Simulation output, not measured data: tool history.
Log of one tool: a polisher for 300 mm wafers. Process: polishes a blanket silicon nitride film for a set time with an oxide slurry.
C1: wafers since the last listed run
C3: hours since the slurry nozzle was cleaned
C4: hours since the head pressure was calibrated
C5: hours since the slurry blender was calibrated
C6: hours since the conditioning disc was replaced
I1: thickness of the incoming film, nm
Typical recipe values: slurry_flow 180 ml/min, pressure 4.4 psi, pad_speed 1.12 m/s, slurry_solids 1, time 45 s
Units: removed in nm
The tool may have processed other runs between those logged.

{"run": 1, "day": 0.0, "slurry_flow": 180, "pressure": 5.4, "pad_speed": 1.12, "slurry_solids": 1, "time": 45, "C1": 0, "wafers polished on this pad": 660, "C3": 38.3, "C4": 534, "C5": 188.3, "C6": 338.7, "I1": 352.9, "removed": 47.7}
{"day": 0.138, "done": "conditioning disc replaced and pad reconditioned"}
{"run": 2, "day": 0.75, "slurry_flow": 180, "pressure": 5.4, "pad_speed": 1.12, "slurry_solids": 1, "time": 45, "C1": 97, "wafers polished on this pad": 757, "C3": 56.3, "C4": 552, "C5": 206.3, "C6": 14.7, "I1": 350.6, "removed": 47.5}
{"run": 3, "day": 1.475, "slurry_flow": 180, "pressure": 5.4, "pad_speed": 1.12, "slurry_solids": 1, "time": 45, "C1": 106, "wafers polished on this pad": 864, "C3": 73.7, "C4": 569.4, "C5": 223.7, "C6": 32.1, "I1": 353.8, "removed": 46.6}
{"run": 4, "day": 2.567, "slurry_flow": 180, "pressure": 4.4, "pad_speed": 1.12, "slurry_solids": 1, "time": 45, "C1": 160, "wafers polished on this pad": 1024, "C3": 99.9, "C4": 595.6, "C5": 249.9, "C6": 58.3, "I1": 354.3, "removed": 40.8}
{"day": 3.412, "done": "worn pad replaced by a new one"}
{"run": 5, "day": 3.433, "slurry_flow": 180, "pressure": 4.4, "pad_speed": 1.36, "slurry_solids": 1, "time": 49, "C1": 102, "wafers polished on this pad": 3, "C3": 120.7, "C4": 616.4, "C5": 270.7, "C6": 79.1, "I1": 353, "removed": 50.8}
{"run": 6, "day": 4.125, "slurry_flow": 180, "pressure": 4.4, "pad_speed": 1.36, "slurry_solids": 1, "time": 49, "C1": 101, "wafers polished on this pad": 104, "C3": 137.3, "C4": 633, "C5": 287.3, "C6": 95.7, "I1": 353.5, "removed": 49.6}
{"run": 7, "day": 5.25, "slurry_flow": 180, "pressure": 4.4, "pad_speed": 1.36, "slurry_solids": 1, "time": 49, "C1": 165, "wafers polished on this pad": 269, "C3": 164.3, "C4": 660, "C5": 314.3, "C6": 122.7, "I1": 352.9, "removed": 49.8}
{"run": 8, "day": 6.417, "slurry_flow": 180, "pressure": 4.4, "pad_speed": 1.12, "slurry_solids": 1, "time": 45, "C1": 171, "wafers polished on this pad": 440, "C3": 192.3, "C4": 688, "C5": 342.3, "C6": 150.7, "I1": 354.6, "removed": 39.2}
{"run": 9, "day": 6.942, "slurry_flow": 180, "pressure": 4.4, "pad_speed": 1.12, "slurry_solids": 1, "time": 45, "C1": 77, "wafers polished on this pad": 518, "C3": 204.9, "C4": 700.6, "C5": 354.9, "C6": 163.3, "I1": 347.1, "removed": 38.4}
{"run": 10, "day": 7.917, "slurry_flow": 180, "pressure": 4.4, "pad_speed": 0.86, "slurry_solids": 1, "time": 56, "C1": 143, "wafers polished on this pad": 661, "C3": 228.3, "C4": 724, "C5": 378.3, "C6": 186.7, "I1": 350.4, "removed": 38.5}
{"run": 11, "day": 8.85, "slurry_flow": 180, "pressure": 4.4, "pad_speed": 1.12, "slurry_solids": 1, "time": 37, "C1": 136, "wafers polished on this pad": 797, "C3": 250.7, "C4": 746.4, "C5": 400.7, "C6": 209.1, "I1": 349.5, "removed": 31.5}
{"run": 12, "day": 10.233, "slurry_flow": 180, "pressure": 3.8, "pad_speed": 1.12, "slurry_solids": 1.15, "time": 57, "C1": 202, "wafers polished on this pad": 1000, "C3": 283.9, "C4": 779.6, "C5": 433.9, "C6": 242.3, "I1": 349.8, "removed": 45.6}
{"day": 10.383, "done": "slurry blender recalibrated"}
{"run": 13, "day": 11.625, "slurry_flow": 180, "pressure": 4.4, "pad_speed": 1.36, "slurry_solids": 1, "time": 49, "C1": 191, "wafers polished on this pad": 1192, "C3": 317.3, "C4": 813, "C5": 29.8, "C6": 275.7, "I1": 355.6, "removed": 53.9}
{"day": 12.175, "done": "worn pad replaced by a new one"}
{"run": 14, "day": 12.458, "slurry_flow": 180, "pressure": 4.4, "pad_speed": 1.12, "slurry_solids": 1, "time": 45, "C1": 97, "wafers polished on this pad": 41, "C3": 337.3, "C4": 833, "C5": 49.8, "C6": 295.7, "I1": 350, "removed": 42.4}
{"day": 12.8, "done": "slurry nozzle cleaned"}
{"run": 15, "day": 13.608, "slurry_flow": 180, "pressure": 5.2, "pad_speed": 1.12, "slurry_solids": 0.9, "time": 45, "C1": 162, "wafers polished on this pad": 203, "C3": 19.4, "C4": 860.6, "C5": 77.4, "C6": 323.3, "I1": 350.2, "removed": 45.5}
{"run": 16, "day": 14.238, "slurry_flow": 180, "pressure": 4.4, "pad_speed": 1.12, "slurry_solids": 1, "time": 51, "C1": 92, "wafers polished on this pad": 296, "C3": 34.5, "C4": 875.7, "C5": 92.5, "C6": 338.4, "I1": 346.4, "removed": 48.4}
{"day": 14.762, "done": "conditioning disc replaced and pad reconditioned"}
{"run": 17, "day": 15.588, "slurry_flow": 180, "pressure": 5, "pad_speed": 1.32, "slurry_solids": 1, "time": 45, "C1": 185, "wafers polished on this pad": 482, "C3": 66.9, "C4": 908.1, "C5": 124.9, "C6": 19.8, "I1": 355.2, "removed": 54.2}
{"run": 18, "day": 16.758, "slurry_flow": 180, "pressure": 3.7, "pad_speed": 1.12, "slurry_solids": 1, "time": 51, "C1": 171, "wafers polished on this pad": 653, "C3": 95, "C4": 936.2, "C5": 153, "C6": 47.9, "I1": 352.9, "removed": 42.6}
{"run": 19, "day": 18.171, "slurry_flow": 180, "pressure": 4.4, "pad_speed": 1.12, "slurry_solids": 1.3, "time": 45, "C1": 207, "wafers polished on this pad": 861, "C3": 128.9, "C4": 970.1, "C5": 186.9, "C6": 81.8, "I1": 352.3, "removed": 48.8}

Estimate the outcome of run 20 from the log above:
{"day": 19.725, "done": "worn pad replaced by a new one"}
{"day": 21.079, "done": "head pressure recalibrated"}
{"run": 20, "day": 22.604, "slurry_flow": 180, "pressure": 4.4, "pad_speed": 1.12, "slurry_solids": 1.1, "time": 45, "C1": 613, "wafers polished on this pad": 410, "C3": 235.3, "C4": 36.6, "C5": 293.3, "C6": 188.2, "I1": 344, "removed": "?"}

removed: 39.9 nm
On a tool with no hidden condition, and with the same random variation, this run would have come out at removed 41.8 nm.
